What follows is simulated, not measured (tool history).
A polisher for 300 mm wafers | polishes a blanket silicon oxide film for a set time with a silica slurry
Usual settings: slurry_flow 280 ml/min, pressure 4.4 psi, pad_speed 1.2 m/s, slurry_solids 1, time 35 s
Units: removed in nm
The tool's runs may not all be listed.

run,hour,slurry_flow,pressure,pad_speed,slurry_solids,time,"incoming thickness of the incoming film, nm",removed
1,0,280,4.4,1.2,1,35,1427.7,153.4
2,39.1,280,4.4,1.2,1,35,1424,154.2
# hour 56: head pressure recalibrated
3,78.7,280,4.4,1.2,1,35,1440.1,141.3
# hour 121.8: worn pad replaced by a new one
4,148.2,280,4.4,1.2,1,26,1437.2,104.1
# hour 184.2: slurry nozzle cleaned
# hour 186.6: slurry blender recalibrated
5,200.2,280,4.4,1.2,1,35,1407.2,141.1
6,257.7,280,4.4,1.2,1,35,1417.3,141
# hour 349.8: conditioning disc replaced and pad reconditioned
7,361.7,280,5,1.2,1,35,1419.2,155.8
8,433.5,255,4.7,1.2,1,35,1431.9,148.6
9,535.5,255,4.7,1.2,1,35,1402.9,150
# hour 543: worn pad replaced by a new one
# hour 613.7: slurry blender recalibrated
10,614.2,280,4.4,1.2,1,35,1439.8,148.4
11,672.8,315,4.4,1.2,1,35,1421.6,149.4
12,747.8,240,4.4,1.2,1,38,1438.5,154.5
13,827.8,240,4.4,1.2,1,35,1426.7,145.4
# hour 837.5: conditioning disc replaced and pad reconditioned
14,899.8,280,4.4,1.2,1,35,1402.9,148.8
# hour 922.3: worn pad replaced by a new one
# hour 938.6: slurry nozzle cleaned
15,943.3,280,5.1,1.2,1,31,1445.9,146.5
# hour 981.5: slurry blender recalibrated
# hour 1178.8: head pressure recalibrated
16,1249.7,280,3,1.32,1.25,43,1426.6,149.5
# hour 1315.5: conditioning disc replaced and pad reconditioned
# hour 1335: worn pad replaced by a new one, of another model than before
17,1356.5,280,5,1.56,1.3,35,1428.1,189.4
# hour 1396: slurry blender recalibrated
18,1432.8,315,4.4,0.8,1,35,1404.5,116.1
19,1529.6,280,3.7,1.38,1,30,1422.8,120.4
# hour 1563.5: slurry nozzle cleaned
20,1576,280,4.4,0.92,0.85,35,1432.4,116.4
# hour 1666.8: worn pad replaced by a new one
21,1684.3,280,4.4,1.2,1,35,1421,144.3
22,1767.5,280,4.4,1.54,1,27,1415.4,126.2
# hour 1783.8: slurry blender recalibrated
23,1869.1,280,4.4,1.08,1.25,35,1434.4,147.9

Forecast each of these 3 alternatives for the next run:
A,1869.5,280,4.4,1.2,1,35,1423.3,?
B,1869.5,215,4.4,1.2,1,35,1423.3,?
C,1869.5,280,3.2,1.2,0.8,35,1423.3,?

run,removed
A,143.6
B,135.6
C,113.1
Without the tool's hidden state the same runs would have given:
run,removed
A,140.4
B,132.6
C,110.6
